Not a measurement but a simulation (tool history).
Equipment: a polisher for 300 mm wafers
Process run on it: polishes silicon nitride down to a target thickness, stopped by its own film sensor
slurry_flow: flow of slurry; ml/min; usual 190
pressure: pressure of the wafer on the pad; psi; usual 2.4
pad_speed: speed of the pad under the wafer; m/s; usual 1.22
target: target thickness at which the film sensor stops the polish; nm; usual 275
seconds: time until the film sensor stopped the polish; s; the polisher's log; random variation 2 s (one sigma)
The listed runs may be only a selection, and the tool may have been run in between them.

run,hour,slurry_flow,pressure,pad_speed,target,"incoming thickness of the incoming film, nm",seconds
1,0.0,190,2.4,1.22,275,464.8,114.6
2,60.5,190,2.4,1.22,275,470.1,120.4
# hour 80.4: worn pad replaced by a new one
3,90.0,190,2.4,1.22,275,465.1,119.9
4,135.3,190,2.4,1.22,275,459.2,117.1
5,163.3,190,2.4,1.22,275,458.9,122.8
# hour 218.7: worn pad replaced by a new one
6,228.3,190,2.4,1.22,289,464.9,119.0
7,269.4,190,2.4,1.22,325,458.5,95.2
# hour 274.8: slurry nozzle cleaned
8,305.1,190,3.2,1.22,322,462.6,69.8
# hour 329.2: head pressure recalibrated
# hour 369.5: worn pad replaced by a new one
9,370.0,190,2.4,1.22,275,462.1,112.6
10,392.0,245,2.4,1.22,308,461.1,90.5
11,441.6,210,2.4,1.22,275,458.9,111.9
12,474.7,190,2.4,1.46,275,458.5,98.7
13,511.9,225,2.4,1.42,275,460.9,100.8
# hour 529.9: worn pad replaced by a new one
14,583.0,235,2.4,1.22,243,460.5,138.3

Run-by-run hidden state of the tool:
removal rate lost through wear of the pad, %: 0 at every run
deviation of the head's pressure from its setpoint, %: 0 at every run
H1: slurry flow missing at the pad, %
run,H1
1,12.8
2,18
3,21.5
4,28.2
5,33
6,46.6
7,56.8
8,3.48
9,6.49
10,8.21
11,13.4
12,17.9
13,23.9
14,38.3
